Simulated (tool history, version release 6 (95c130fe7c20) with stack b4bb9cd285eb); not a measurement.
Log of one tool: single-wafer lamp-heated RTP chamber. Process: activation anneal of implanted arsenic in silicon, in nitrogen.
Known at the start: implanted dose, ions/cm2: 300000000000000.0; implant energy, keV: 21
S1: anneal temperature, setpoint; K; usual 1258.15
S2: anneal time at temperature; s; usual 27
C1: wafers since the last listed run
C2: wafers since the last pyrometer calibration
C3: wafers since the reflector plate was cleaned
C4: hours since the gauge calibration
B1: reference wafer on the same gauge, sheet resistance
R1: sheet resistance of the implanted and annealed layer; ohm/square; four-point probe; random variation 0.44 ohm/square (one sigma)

run,hour,S1,S2,C1,C2,C3,C4,B1,R1
1,0.0,1241.15,27,0,6885,942,679.4,338.01,292.51
# hour 21.6: pyrometer window cleaned and pyrometer calibrated
2,49.2,1258.15,27,569,382,1511,728.6,338.11,290.74
3,113.1,1258.15,27,883,1265,2395,792.5,337.86,290.67
4,161.0,1258.15,27,662,1928,3057,840.4,338.05,290.80
5,185.7,1258.15,27,341,2269,3399,865.1,338.04,290.11
# hour 332.6: reflector plate cleaned
6,379.8,1258.15,27,2573,4843,652,1059.2,337.94,290.74
7,410.0,1258.15,27,417,5261,1069,1089.4,337.92,289.90
8,447.0,1239.15,27,511,5773,1581,1126.4,338.03,292.62
9,501.8,1274.15,27,757,6530,2339,1181.2,337.93,289.17
10,545.7,1274.15,27,607,7137,2946,1225.1,337.90,288.98
# hour 565.1: pyrometer window cleaned and pyrometer calibrated
11,610.8,1274.15,27,789,631,3736,1290.2,338.04,289.27
# hour 673.2: reflector plate cleaned
12,673.7,1258.15,22,759,1390,7,1353.1,338.04,290.60
13,723.0,1258.15,22,681,2072,688,1402.4,337.92,291.27
14,785.3,1258.15,19,861,2934,1550,1464.7,338.00,292.14
15,832.4,1258.15,19,651,3585,2201,1511.8,338.00,291.42
16,860.2,1240.15,34,384,3970,2586,1539.6,338.02,291.28
17,919.5,1258.15,27,820,4790,3406,1598.9,337.92,290.71
18,956.4,1258.15,17,510,5300,3916,1635.8,337.81,292.20
19,1015.2,1282.15,27,813,6113,4729,1694.6,338.15,287.87
20,1044.2,1237.15,19,401,6514,5131,1723.6,338.01,293.81
# hour 1083.1: reflector plate cleaned
21,1083.8,1277.15,38,437,6951,9,1763.2,338.06,287.42
# hour 1108.0: pyrometer window cleaned and pyrometer calibrated
22,1143.3,1229.15,27,712,487,721,1822.7,337.86,293.08
23,1167.9,1258.15,22,340,828,1062,1847.3,337.81,291.32
24,1318.7,1268.15,32,2085,2913,3147,1998.1,337.95,289.50
25,1349.7,1275.15,38,428,3342,3576,2029.1,337.94,287.16
26,1410.1,1274.15,32,835,4177,4411,2089.5,338.05,287.81
# hour 1457.9: gauge calibrated
27,1463.7,1278.15,34,741,4918,5152,5.8,337.98,286.37
# hour 1478.3: reflector plate cleaned
28,1488.6,1258.15,27,233,5152,142,30.7,338.00,290.44
29,1558.3,1235.15,32,963,6116,1105,100.4,338.00,291.61
30,1601.7,1238.15,27,600,6716,1706,143.8,338.05,292.19
31,1641.0,1277.15,41,543,7260,2249,183.1,338.10,286.39
32,1677.9,1275.15,19,510,7770,2760,220.0,338.04,289.94
# hour 1693.9: pyrometer window cleaned and pyrometer calibrated
33,1716.7,1258.15,27,425,314,3185,258.8,337.91,290.62
34,1755.6,1266.15,37,537,852,3723,297.7,337.95,288.30
35,1808.1,1239.15,27,726,1578,4449,350.2,337.99,291.95
36,1833.1,1245.15,43,345,1924,4795,375.2,337.96,290.10
# hour 1904.8: reflector plate cleaned
37,1905.3,1244.15,12,887,2812,7,447.4,337.98,294.19

Forecast each of these 3 alternatives for the next run:
A,1905.7,1258.15,27,5,2818,12,447.8,?,?
B,1905.7,1230.15,20,5,2818,12,447.8,?,?
C,1905.7,1270.15,36,5,2818,12,447.8,?,?

run,B1,R1
A,337.91,290.12
B,337.91,293.35
C,337.91,287.62
Without the tool's hidden state the same runs would have given:
run,R1
A,290.12
B,293.35
C,287.62

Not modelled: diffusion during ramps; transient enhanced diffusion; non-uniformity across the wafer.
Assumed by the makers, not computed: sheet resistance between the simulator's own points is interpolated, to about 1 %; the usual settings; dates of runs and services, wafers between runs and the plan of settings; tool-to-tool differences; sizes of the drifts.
